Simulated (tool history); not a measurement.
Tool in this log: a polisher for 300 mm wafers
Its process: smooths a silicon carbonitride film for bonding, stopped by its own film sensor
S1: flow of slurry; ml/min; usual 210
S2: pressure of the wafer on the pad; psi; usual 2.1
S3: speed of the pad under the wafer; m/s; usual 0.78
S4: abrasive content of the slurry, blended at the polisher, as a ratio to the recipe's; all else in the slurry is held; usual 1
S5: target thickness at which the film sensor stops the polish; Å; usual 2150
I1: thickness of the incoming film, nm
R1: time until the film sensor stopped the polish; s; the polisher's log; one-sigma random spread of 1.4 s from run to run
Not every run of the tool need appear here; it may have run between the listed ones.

{"run": 1, "hour": 0.0, "S1": 210, "S2": 2.1, "S3": 0.78, "S4": 1, "S5": 2150, "I1": 230.8, "R1": 82.1}
{"run": 2, "hour": 32.4, "S1": 210, "S2": 2.1, "S3": 0.78, "S4": 1, "S5": 2150, "I1": 232.9, "R1": 89.2}
{"run": 3, "hour": 95.3, "S1": 210, "S2": 2.1, "S3": 0.78, "S4": 1.05, "S5": 2150, "I1": 230.4, "R1": 82.5}
{"run": 4, "hour": 139.3, "S1": 210, "S2": 2.1, "S3": 0.78, "S4": 1.05, "S5": 2150, "I1": 229.7, "R1": 77.3}
{"run": 5, "hour": 167.2, "S1": 210, "S2": 2.1, "S3": 0.78, "S4": 1.3, "S5": 2170, "I1": 231, "R1": 70.1}
{"run": 6, "hour": 204.6, "S1": 210, "S2": 2.1, "S3": 0.78, "S4": 1, "S5": 2150, "I1": 230.7, "R1": 90}
{"run": 7, "hour": 251.1, "S1": 210, "S2": 2.5, "S3": 0.9, "S4": 1.2, "S5": 2110, "I1": 229.4, "R1": 78.8}
{"hour": 266.6, "done": "slurry blender recalibrated"}
{"run": 8, "hour": 295.1, "S1": 210, "S2": 1.4, "S3": 0.78, "S4": 0.9, "S5": 2100, "I1": 227.4, "R1": 139}
{"hour": 338.2, "done": "slurry nozzle cleaned"}
{"hour": 339.3, "done": "worn pad replaced by a new one"}
{"run": 9, "hour": 361.1, "S1": 210, "S2": 2.1, "S3": 0.78, "S4": 1.15, "S5": 2150, "I1": 234.2, "R1": 91.7}
{"run": 10, "hour": 399.1, "S1": 210, "S2": 2.1, "S3": 0.86, "S4": 1, "S5": 2150, "I1": 228.6, "R1": 64.1}
{"run": 11, "hour": 429.1, "S1": 255, "S2": 2.4, "S3": 1.04, "S4": 1, "S5": 2190, "I1": 230.4, "R1": 41.4}
{"run": 12, "hour": 499.5, "S1": 210, "S2": 2.1, "S3": 0.78, "S4": 1, "S5": 2150, "I1": 227.7, "R1": 65.9}
{"run": 13, "hour": 539.5, "S1": 285, "S2": 1.8, "S3": 1.02, "S4": 1, "S5": 2130, "I1": 231.5, "R1": 82.5}
{"run": 14, "hour": 604.1, "S1": 140, "S2": 2.1, "S3": 0.78, "S4": 1, "S5": 2180, "I1": 230.3, "R1": 73}
{"run": 15, "hour": 629.9, "S1": 210, "S2": 1.9, "S3": 0.64, "S4": 0.9, "S5": 2150, "I1": 231.8, "R1": 119.2}
{"run": 16, "hour": 683.3, "S1": 210, "S2": 2.3, "S3": 0.78, "S4": 1, "S5": 2150, "I1": 227.4, "R1": 63.6}
{"hour": 714.2, "done": "head pressure recalibrated"}
{"run": 17, "hour": 731.6, "S1": 255, "S2": 2.1, "S3": 0.78, "S4": 1, "S5": 2150, "I1": 232.1, "R1": 94.8}
{"hour": 765.5, "done": "slurry blender recalibrated"}
{"run": 18, "hour": 785.5, "S1": 210, "S2": 1.7, "S3": 0.92, "S4": 1, "S5": 2150, "I1": 226.7, "R1": 70.4}
{"hour": 796.9, "done": "slurry nozzle cleaned"}
{"run": 19, "hour": 822.1, "S1": 210, "S2": 2.1, "S3": 0.78, "S4": 1, "S5": 2150, "I1": 233.8, "R1": 108.8}
{"hour": 844.6, "done": "worn pad replaced by a new one"}
{"run": 20, "hour": 883.5, "S1": 140, "S2": 2.1, "S3": 0.54, "S4": 1, "S5": 2150, "I1": 230.4, "R1": 114.7}
{"run": 21, "hour": 974.4, "S1": 210, "S2": 2.1, "S3": 0.96, "S4": 1.25, "S5": 2150, "I1": 229.6, "R1": 60.7}
{"run": 22, "hour": 1039.8, "S1": 210, "S2": 2.1, "S3": 0.78, "S4": 0.7, "S5": 2150, "I1": 234.8, "R1": 119.6}
{"run": 23, "hour": 1098.6, "S1": 210, "S2": 2.1, "S3": 0.78, "S4": 1, "S5": 2150, "I1": 226.8, "R1": 63}
{"run": 24, "hour": 1138.9, "S1": 275, "S2": 1.6, "S3": 0.58, "S4": 1, "S5": 2150, "I1": 229.1, "R1": 114.5}
{"run": 25, "hour": 1202.0, "S1": 210, "S2": 2.1, "S3": 0.78, "S4": 1, "S5": 2150, "I1": 232.4, "R1": 98.4}
{"run": 26, "hour": 1248.9, "S1": 155, "S2": 2.1, "S3": 0.78, "S4": 0.75, "S5": 2170, "I1": 229.4, "R1": 86.9}
{"hour": 1253.3, "done": "slurry blender recalibrated"}
{"hour": 1288.4, "done": "worn pad replaced by a new one"}
{"run": 27, "hour": 1288.9, "S1": 210, "S2": 2.1, "S3": 0.78, "S4": 1, "S5": 2150, "I1": 230.8, "R1": 86.7}
{"hour": 1319.4, "done": "slurry nozzle cleaned"}
{"run": 28, "hour": 1326.2, "S1": 210, "S2": 2.1, "S3": 0.78, "S4": 1, "S5": 2150, "I1": 231.3, "R1": 82.1}
{"run": 29, "hour": 1374.0, "S1": 210, "S2": 1.6, "S3": 0.78, "S4": 1, "S5": 2150, "I1": 229.6, "R1": 88.4}

Measured result minus the same run's result without the hidden state. Both carry the same run-to-run variation, though not necessarily the same gauge scatter:
Hidden state present: removal rate lost through wear of the pad, %; slurry flow missing at the pad, %; deviation of the head's pressure from its setpoint, %; abrasive missing from the slurry, %.
run=1 R1=+2.5
run=2 R1=+3.2
run=3 R1=+4.4
run=4 R1=+5.3
run=5 R1=+5.5
run=6 R1=+8.7
run=7 R1=+9.6
run=8 R1=+21
run=9 R1=+1.1
run=10 R1=+0.9
run=11 R1=+0.7
run=12 R1=+1.8
run=13 R1=+2.7
run=14 R1=+4.8
run=15 R1=+7.7
run=16 R1=+5.5
run=17 R1=+9.8
run=18 R1=+10.1
run=19 R1=+11.7
run=20 R1=+2.7
run=21 R1=+1.9
run=22 R1=+5.4
run=23 R1=+4
run=24 R1=+8.1
run=25 R1=+10.8
run=26 R1=+14
run=27 R1=+7.8
run=28 R1=+0.5
run=29 R1=+0.7

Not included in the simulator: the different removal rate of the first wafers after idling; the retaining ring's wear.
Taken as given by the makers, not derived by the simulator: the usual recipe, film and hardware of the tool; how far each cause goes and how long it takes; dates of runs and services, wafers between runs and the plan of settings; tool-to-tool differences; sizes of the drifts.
